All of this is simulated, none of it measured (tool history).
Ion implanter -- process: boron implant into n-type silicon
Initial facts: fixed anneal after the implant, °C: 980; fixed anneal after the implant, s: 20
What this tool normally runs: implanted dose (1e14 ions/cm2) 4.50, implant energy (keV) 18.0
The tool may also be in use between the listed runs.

| run | day | implanted dose (1e14 ions/cm2) | implant energy (keV) | read-back reference wafer on the same gauge, sheet resistance | sheet resistance of the implanted and annealed layer (ohm/square) |
|---|---|---|---|---|---|
| 1 | 0.000 | 4.50 | 18.0 | 259.12 | 245.99 |
| 2 | 1.042 | 4.50 | 18.0 | 258.96 | 246.10 |
| 3 | 2.029 | 4.50 | 18.0 | 259.23 | 248.05 |
| 4 | 3.221 | 3.79 | 18.0 | 259.30 | 283.73 |
| 5 | 3.879 | 4.50 | 18.0 | 258.70 | 247.46 |
| 6 | 4.529 | 4.50 | 18.0 | 258.95 | 246.88 |
| 7 | 5.908 | 4.50 | 18.0 | 259.16 | 246.79 |
| 8 | 6.442 | 4.50 | 18.0 | 258.98 | 248.48 |
| 9 | 7.683 | 4.50 | 18.0 | 258.96 | 249.24 |
| 10 | 8.646 | 4.50 | 21.0 | 259.15 | 243.90 |
| 11 | 9.517 | 4.50 | 18.0 | 259.08 | 248.81 |
|  | 9.588 | gauge calibrated |
|  | 10.117 | extraction supply calibrated |
| 12 | 10.138 | 4.50 | 18.0 | 258.97 | 249.59 |
| 13 | 11.208 | 4.50 | 18.0 | 258.90 | 248.72 |
| 14 | 12.504 | 4.50 | 18.0 | 259.16 | 250.26 |
| 15 | 13.917 | 4.50 | 18.0 | 259.05 | 249.39 |
| 16 | 16.062 | 5.09 | 21.0 | 258.79 | 228.14 |
|  | 17.238 | Faraday cup replaced and dose calibrated |
| 17 | 17.258 | 3.17 | 21.0 | 259.29 | 316.51 |
| 18 | 17.658 | 5.13 | 21.0 | 258.90 | 220.03 |
| 19 | 18.671 | 4.05 | 14.0 | 259.02 | 270.34 |
| 20 | 19.242 | 4.50 | 18.0 | 259.42 | 244.08 |
| 21 | 20.225 | 5.69 | 18.0 | 259.03 | 201.33 |
| 22 | 20.762 | 3.40 | 13.0 | 259.02 | 315.74 |
| 23 | 22.092 | 4.50 | 18.0 | 259.14 | 244.46 |
| 24 | 22.767 | 4.50 | 18.0 | 259.05 | 243.74 |
| 25 | 24.000 | 4.13 | 16.5 | 258.98 | 262.50 |
| 26 | 24.754 | 4.50 | 14.5 | 258.78 | 247.74 |
| 27 | 25.279 | 4.50 | 23.0 | 259.08 | 240.72 |
| 28 | 26.446 | 4.50 | 18.0 | 258.93 | 245.16 |
| 29 | 27.479 | 3.22 | 18.0 | 259.08 | 320.46 |

List, for all runs, the conditions of the tool that the log does not record:
deviation of the true energy from its setpoint, %: 0, the same for each run
gauge reads high (%): 0, the same for each run
H1: deviation of the true dose from the Faraday cup's reading, %
| run | H1 |
|---|---|
| 1 | -0.809 |
| 2 | -0.893 |
| 3 | -0.985 |
| 4 | -1.11 |
| 5 | -1.19 |
| 6 | -1.27 |
| 7 | -1.46 |
| 8 | -1.54 |
| 9 | -1.74 |
| 10 | -1.91 |
| 11 | -2.07 |
| 12 | -2.19 |
| 13 | -2.41 |
| 14 | -2.69 |
| 15 | -3.02 |
| 16 | -3.57 |
| 17 | -0.000676 |
| 18 | -0.00174 |
| 19 | -0.0131 |
| 20 | -0.025 |
| 21 | -0.0548 |
| 22 | -0.076 |
| 23 | -0.144 |
| 24 | -0.186 |
| 25 | -0.278 |
| 26 | -0.343 |
| 27 | -0.393 |
| 28 | -0.515 |
| 29 | -0.637 |

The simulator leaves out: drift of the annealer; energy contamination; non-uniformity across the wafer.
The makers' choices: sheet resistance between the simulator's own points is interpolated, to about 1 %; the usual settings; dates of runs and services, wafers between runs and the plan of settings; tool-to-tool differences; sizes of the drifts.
